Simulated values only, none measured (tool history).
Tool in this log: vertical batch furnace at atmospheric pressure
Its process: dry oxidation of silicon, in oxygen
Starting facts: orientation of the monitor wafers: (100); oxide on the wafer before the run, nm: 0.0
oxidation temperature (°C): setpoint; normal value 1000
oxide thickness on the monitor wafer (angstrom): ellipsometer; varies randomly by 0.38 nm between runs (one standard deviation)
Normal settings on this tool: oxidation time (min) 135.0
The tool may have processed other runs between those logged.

run    hour  oxidation temperature (°C)  oxidation time (min)  wafers since the last listed run  hours since the last temperature calibration  hours since the boat lift was adjusted  hours since the gauge calibration  read-back reference wafer on the same gauge, thickness  oxide thickness on the monitor wafer (angstrom)
  1     0.0                        1000                 135.0                                 0                                        2311.4                                  2739.9                             3129.2                                                   78.45                                            793.8
  2   138.2                        1000                 135.0                              1718                                        2449.6                                  2878.1                             3267.4                                                   78.25                                            790.7
  3   199.2                        1011                 186.5                               758                                        2510.6                                  2939.1                             3328.4                                                   78.42                                           1079.4
  4   245.5                        1011                 186.5                               575                                        2556.9                                  2985.4                             3374.7                                                   78.38                                           1091.6
  5   328.8                        1000                 135.0                              1035                                        2640.2                                  3068.7                             3458.0                                                   78.30                                            782.4
  6   431.5                        1000                 135.0                              1277                                        2742.9                                  3171.4                             3560.7                                                   78.39                                            783.3
  7   500.8                        1000                 135.0                               861                                        2812.2                                  3240.7                             3630.0                                                   78.35                                            783.1
  8   544.8                        1000                 135.0                               547                                        2856.2                                  3284.7                             3674.0                                                   78.29                                            790.8
  9   606.8                        1000                 135.0                               770                                        2918.2                                  3346.7                             3736.0                                                   78.50                                            785.9
 10   690.7                        1000                 135.0                              1043                                        3002.1                                  3430.6                             3819.9                                                   78.33                                            787.4
 11   745.6                         988                 135.0                               682                                        3057.0                                  3485.5                             3874.8                                                   78.50                                            698.4
 12   851.2                        1000                 135.0                              1313                                        3162.6                                  3591.1                             3980.4                                                   78.41                                            778.0
 13   951.0                        1000                 135.0                              1241                                        3262.4                                  3690.9                             4080.2                                                   78.37                                            781.9
 14  1027.4                        1000                 135.0                               950                                        3338.8                                  3767.3                             4156.6                                                   78.47                                            784.9
     1126.8  -- thermocouples replaced and temperature profile calibrated
 15  1127.3                        1000                 135.0                               943                                           0.5                                  3867.2                             4256.5                                                   78.24                                            786.7
 16  1190.0                        1000                 135.0                               779                                          63.2                                  3929.9                             4319.2                                                   78.48                                            777.5
 17  1333.1                        1008                 170.5                              1779                                         206.3                                  4073.0                             4462.3                                                   78.45                                            989.0
 18  1384.7                        1008                 170.5                               641                                         257.9                                  4124.6                             4513.9                                                   78.49                                            991.7
 19  1481.2                        1000                 195.0                              1199                                         354.4                                  4221.1                             4610.4                                                   78.47                                           1002.5
 20  1531.8                        1000                 135.0                               629                                         405.0                                  4271.7                             4661.0                                                   78.49                                            782.0
 21  1607.3                        1015                 194.0                               938                                         480.5                                  4347.2                             4736.5                                                   78.45                                           1137.6
 22  1778.0                        1000                 135.0                              2122                                         651.2                                  4517.9                             4907.2                                                   78.50                                            770.2
     1814.7  -- gauge calibrated
 23  1830.9                         978                  68.0                               657                                         704.1                                  4570.8                               16.2                                                   78.29                                            398.7
 24  1875.2                         982                  84.0                               550                                         748.4                                  4615.1                               60.5                                                   78.49                                            474.3
 25  1973.3                        1000                 135.0                              1219                                         846.5                                  4713.2                              158.6                                                   78.41                                            777.6
     2138.9  -- boat lift adjusted
 26  2188.7                        1000                 135.0                              2380                                        1061.9                                    49.8                              374.0                                                   78.33                                            758.3
 27  2284.1                        1019                 162.5                              1186                                        1157.3                                   145.2                              469.4                                                   78.24                                           1033.9
 28  2344.9                         985                 135.0                               756                                        1218.1                                   206.0                              530.2                                                   78.35                                            662.5
 29  2437.0                        1000                  92.5                              1145                                        1310.2                                   298.1                              622.3                                                   78.45                                            584.8
 30  2501.5                        1016                 181.5                               802                                        1374.7                                   362.6                              686.8                                                   78.42                                           1086.0
 31  2598.8                        1011                 135.0                              1209                                        1472.0                                   459.9                              784.1                                                   78.37                                            841.2
 32  2657.3                        1015                 195.5                               727                                        1530.5                                   518.4                              842.6                                                   78.40                                           1123.5
 33  2743.3                        1000                 135.0                              1069                                        1616.5                                   604.4                              928.6                                                   78.44                                            759.7
 34  2834.5                        1000                 135.0                              1134                                        1707.7                                   695.6                             1019.8                                                   78.30                                            757.7
     2880.6  -- boat lift adjusted, repeated, since the last time left the tool worse
 35  3114.4                        1000                 135.0                              3182                                        1987.6                                   233.8                             1299.7                                                   78.49                                            799.3
 36  3197.2                        1008                  87.0                              1029                                        2070.4                                   316.6                             1382.5                                                   78.31                                            638.2
 37  3267.7                         982                 135.0                               876                                        2140.9                                   387.1                             1453.0                                                   78.42                                            674.4
 38  3368.2                        1000                 135.0                              1249                                        2241.4                                   487.6                             1553.5                                                   78.44                                            801.6

For some of the steps in oxide thickness on the monitor wafer (angstrom) from one run to the next: how much would appear even if the tool had no hidden state, given the settings, what came in and random variation, and how much remains for the hidden state plus any gauge scatter that the measured result and the result without hidden state don't share?
Unlogged tool condition in this case: true tube temperature minus thermocouple reading, K; monitor wafer colder than the profiled boat position, K; gauge reads high (%).
Run 22 -> 23: oxidation temperature (°C) 1000 -> 978, oxidation time (min) 135.0 -> 68.0, gauge calibrated. oxide thickness on the monitor wafer (angstrom) -371.5: hidden state +11.9, all else -383.4.
Run 27 -> 28: oxidation temperature (°C) 1019 -> 985, oxidation time (min) 162.5 -> 135.0. oxide thickness on the monitor wafer (angstrom) -371.4: hidden state +18.7, all else -390.1.
Run 29 -> 30: oxidation temperature (°C) 1000 -> 1016, oxidation time (min) 92.5 -> 181.5. oxide thickness on the monitor wafer (angstrom) +501.2: hidden state -19.8, all else +521.0.
Run 34 -> 35: boat lift adjusted, repeated, since the last time left the tool worse. oxide thickness on the monitor wafer (angstrom) +41.6: hidden state +38.6, all else +3.0.
